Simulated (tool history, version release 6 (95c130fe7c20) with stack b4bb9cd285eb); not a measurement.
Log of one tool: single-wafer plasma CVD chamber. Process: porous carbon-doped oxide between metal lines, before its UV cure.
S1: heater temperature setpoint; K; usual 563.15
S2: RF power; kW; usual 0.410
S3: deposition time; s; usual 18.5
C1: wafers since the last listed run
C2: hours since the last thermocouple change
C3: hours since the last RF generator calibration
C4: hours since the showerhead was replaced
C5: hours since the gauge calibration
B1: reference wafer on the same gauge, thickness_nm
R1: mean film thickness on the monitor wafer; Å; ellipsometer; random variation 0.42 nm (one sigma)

| run | hour | S1 | S2 | S3 | C1 | C2 | C3 | C4 | C5 | B1 | R1 |
|---|---|---|---|---|---|---|---|---|---|---|---|
| 1 | 0.0 | 563.15 | 0.410 | 18.5 | 0 | 647.3 | 1300.7 | 2552.8 | 1265.2 | 86.951 | 914.93 |
| 2 | 55.2 | 563.15 | 0.410 | 18.5 | 2639 | 702.5 | 1355.9 | 2608.0 | 1320.4 | 86.853 | 915.35 |
| 3 | 102.1 | 563.15 | 0.410 | 18.5 | 2242 | 749.4 | 1402.8 | 2654.9 | 1367.3 | 86.907 | 903.09 |
| 4 | 344.6 | 563.15 | 0.410 | 18.5 | 11595 | 991.9 | 1645.3 | 2897.4 | 1609.8 | 86.894 | 912.62 |
| 5 | 427.1 | 563.15 | 0.410 | 18.5 | 3944 | 1074.4 | 1727.8 | 2979.9 | 1692.3 | 86.853 | 917.94 |
| 6 | 465.9 | 563.15 | 0.410 | 20.7 | 1855 | 1113.2 | 1766.6 | 3018.7 | 1731.1 | 86.989 | 1019.36 |
| 7 | 565.9 | 563.15 | 0.410 | 20.7 | 4781 | 1213.2 | 1866.6 | 3118.7 | 1831.1 | 86.927 | 1016.04 |
| 8 | 639.3 | 563.15 | 0.410 | 20.7 | 3509 | 1286.6 | 1940.0 | 3192.1 | 1904.5 | 86.861 | 1015.93 |
| 9 | 710.3 | 574.15 | 0.410 | 18.5 | 3395 | 1357.6 | 2011.0 | 3263.1 | 1975.5 | 86.770 | 864.63 |
|  | 768.9 | gauge calibrated |
| 10 | 818.2 | 574.15 | 0.410 | 18.5 | 5159 | 1465.5 | 2118.9 | 3371.0 | 49.3 | 86.984 | 858.98 |
| 11 | 911.0 | 574.15 | 0.410 | 18.5 | 4437 | 1558.3 | 2211.7 | 3463.8 | 142.1 | 86.769 | 860.68 |
| 12 | 963.7 | 563.15 | 0.410 | 18.5 | 2519 | 1611.0 | 2264.4 | 3516.5 | 194.8 | 86.900 | 919.36 |
|  | 1089.4 | thermocouple changed; heater temperature recalibrated |
|  | 1117.8 | RF generator calibrated |
| 13 | 1128.2 | 570.15 | 0.470 | 18.5 | 7100 | 38.8 | 10.4 | 3681.0 | 359.3 | 86.824 | 990.94 |
| 14 | 1164.8 | 576.15 | 0.480 | 18.5 | 1750 | 75.4 | 47.0 | 3717.6 | 395.9 | 86.854 | 973.99 |
| 15 | 1262.2 | 563.15 | 0.410 | 18.5 | 4657 | 172.8 | 144.4 | 3815.0 | 493.3 | 86.773 | 914.95 |
|  | 1307.5 | showerhead replaced |
| 16 | 1363.3 | 563.15 | 0.410 | 20.7 | 4451 | 273.9 | 245.5 | 55.8 | 594.4 | 86.950 | 1015.86 |
| 17 | 1417.3 | 563.15 | 0.330 | 18.5 | 2582 | 327.9 | 299.5 | 109.8 | 648.4 | 86.941 | 726.36 |
| 18 | 1482.7 | 563.15 | 0.455 | 19.7 | 3127 | 393.3 | 364.9 | 175.2 | 713.8 | 86.840 | 1063.65 |
| 19 | 1568.6 | 563.15 | 0.375 | 20.7 | 4107 | 479.2 | 450.8 | 261.1 | 799.7 | 86.846 | 928.38 |
| 20 | 1619.0 | 559.15 | 0.360 | 21.5 | 2409 | 529.6 | 501.2 | 311.5 | 850.1 | 86.839 | 945.67 |
| 21 | 1674.8 | 550.15 | 0.345 | 16.7 | 2668 | 585.4 | 557.0 | 367.3 | 905.9 | 86.919 | 743.33 |
| 22 | 1750.2 | 563.15 | 0.460 | 17.5 | 3605 | 660.8 | 632.4 | 442.7 | 981.3 | 86.948 | 956.75 |
| 23 | 1839.2 | 563.15 | 0.410 | 21.3 | 4255 | 749.8 | 721.4 | 531.7 | 1070.3 | 86.915 | 1048.48 |

How the hidden state differs across the entries between the runs, from the last listed run before each to the first after it:
Between runs 9 and 10: gauge calibrated (hour 768.9)
  no hidden state differs between the two runs
Between runs 12 and 13: thermocouple changed; heater temperature recalibrated (hour 1089.4); RF generator calibrated (hour 1117.8)
  no hidden state differs between the two runs
Between runs 15 and 16: showerhead replaced (hour 1307.5)
  no hidden state differs between the two runs
